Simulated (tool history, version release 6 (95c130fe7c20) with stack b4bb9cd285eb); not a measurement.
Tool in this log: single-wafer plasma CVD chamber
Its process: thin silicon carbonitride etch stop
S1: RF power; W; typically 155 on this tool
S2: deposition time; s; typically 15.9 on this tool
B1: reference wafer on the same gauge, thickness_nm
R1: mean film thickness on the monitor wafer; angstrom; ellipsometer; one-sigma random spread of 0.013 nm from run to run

Run 1, hour 0: usual settings; B1 9.304. Result: R1 89.91 angstrom.
At hour 2.2: gauge calibrated.
Run 2, hour 6.5: usual settings; B1 9.25. Result: R1 88.98 angstrom.
Run 3, hour 23.5: usual settings; B1 9.255. Result: R1 89.13 angstrom.
Run 4, hour 40.4: usual settings; B1 9.263. Result: R1 89.28 angstrom.
Run 5, hour 55.9: usual settings; B1 9.27. Result: R1 89.5 angstrom.
Run 6, hour 72: usual settings; B1 9.271. Result: R1 89.38 angstrom.
Run 7, hour 82.2: usual settings; B1 9.28. Result: R1 89.15 angstrom.
Run 8, hour 89: usual settings but S2 17.1 s; B1 9.276. Result: R1 96.24 angstrom.
Run 9, hour 97.5: usual settings but S2 17.1 s; B1 9.28. Result: R1 96.28 angstrom.
At hour 111.9: thermocouple changed; heater temperature recalibrated.
Run 10, hour 114.4: usual settings but S2 17.1 s; B1 9.287. Result: R1 96.33 angstrom.
Run 11, hour 122.5: usual settings but S1 130 W, S2 18.2 s; B1 9.291. Result: R1 98.5 angstrom.
Run 12, hour 129.4: usual settings but S1 145 W, S2 12.8 s; B1 9.295. Result: R1 71.05 angstrom.
Run 13, hour 140.5: usual settings but S1 175 W, S2 14.1 s; B1 9.3. Result: R1 81.74 angstrom.
At hour 155.2: gauge calibrated.
At hour 190: RF generator calibrated.
Run 14, hour 190.5: usual settings; B1 9.268. Result: R1 89.23 angstrom.

Run 15, settings as shown, results not yet in. Your forecast:
Run 15, hour 199.7: usual settings but S1 135 W, S2 13 s; B1 ?. Result: R1 ?.

{"run 15": {"B1": 9.267, "R1": 70.62}}
Take away the tool's hidden state, keep the run-to-run variation as it was, and the same run would have given R1 70.48 angstrom.
